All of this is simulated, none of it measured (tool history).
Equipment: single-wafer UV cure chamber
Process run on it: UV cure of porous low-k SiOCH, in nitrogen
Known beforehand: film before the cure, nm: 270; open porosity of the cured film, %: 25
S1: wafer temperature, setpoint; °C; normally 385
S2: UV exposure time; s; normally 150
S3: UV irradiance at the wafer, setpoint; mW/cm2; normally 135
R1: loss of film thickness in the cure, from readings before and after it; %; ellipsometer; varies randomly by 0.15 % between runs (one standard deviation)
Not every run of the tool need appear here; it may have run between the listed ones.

Run 1, day 0.000: usual settings. Result: R1 12.249 %.
Run 2, day 2.429: usual settings. Result: R1 12.122 %.
Run 3, day 3.508: usual settings. Result: R1 12.321 %.
Run 4, day 4.533: usual settings. Result: R1 12.198 %.
Run 5, day 7.146: usual settings. Result: R1 11.874 %.
At day 8.329: quartz window cleaned.
Run 6, day 9.883: usual settings. Result: R1 11.898 %.
Run 7, day 11.962: usual settings. Result: R1 12.047 %.
Run 8, day 14.129: usual settings but S2 80 s, S3 116 mW/cm2. Result: R1 8.335 %.
Run 9, day 16.296: usual settings but S2 80 s, S3 116 mW/cm2. Result: R1 8.417 %.
Run 10, day 18.579: usual settings but S2 80 s, S3 116 mW/cm2. Result: R1 8.327 %.
Run 11, day 20.300: usual settings. Result: R1 12.180 %.
Run 12, day 22.412: usual settings. Result: R1 12.008 %.
Run 13, day 30.929: usual settings. Result: R1 12.023 %.
Run 14, day 32.633: usual settings. Result: R1 11.780 %.
At day 34.346: quartz window cleaned.
Run 15, day 35.325: usual settings but S1 370 °C, S2 125 s, S3 173 mW/cm2. Result: R1 12.070 %.
Run 16, day 37.417: usual settings but S1 395 °C, S2 125 s, S3 112 mW/cm2. Result: R1 10.295 %.
Run 17, day 38.971: usual settings but S1 373 °C, S2 175 s, S3 147 mW/cm2. Result: R1 12.718 %.
Run 18, day 41.400: usual settings but S2 100 s, S3 97 mW/cm2. Result: R1 8.378 %.
Run 19, day 42.583: usual settings but S1 374 °C, S2 175 s, S3 155 mW/cm2. Result: R1 13.363 %.
Run 20, day 45.475: usual settings but S1 393 °C, S2 80 s, S3 95 mW/cm2. Result: R1 7.421 %.
Run 21, day 48.133: usual settings but S1 373 °C, S2 105 s, S3 113 mW/cm2. Result: R1 8.986 %.
Run 22, day 49.721: usual settings. Result: R1 11.549 %.
Run 23, day 51.300: usual settings but S3 97 mW/cm2. Result: R1 10.142 %.
At day 52.600: UV bulbs replaced.
Run 24, day 53.292: usual settings but S1 375 °C, S3 107 mW/cm2. Result: R1 11.624 %.
Run 25, day 58.846: usual settings but S3 96 mW/cm2. Result: R1 11.010 %.
Run 26, day 61.112: usual settings but S3 108 mW/cm2. Result: R1 11.372 %.
At day 66.179: quartz window cleaned.
Run 27, day 67.579: usual settings. Result: R1 12.064 %.
Run 28, day 70.458: usual settings but S1 380 °C, S2 110 s, S3 116 mW/cm2. Result: R1 9.769 %.
Run 29, day 73.333: usual settings. Result: R1 12.179 %.

Branching from run 29: 3 alternative next runs. What would each branch give?
Run A, day 73.354: usual settings. Result: R1 ?.
Run B, day 73.354: usual settings but S1 372 °C. Result: R1 ?.
Run C, day 73.354: usual settings but S1 376 °C, S2 115 s, S3 119 mW/cm2. Result: R1 ?.

run      R1
  A  11.775
  B  11.518
  C   9.746
Had the tool no hidden state, the same runs would have come out as:
run      R1
  A  12.542
  B  12.281
  C  10.483
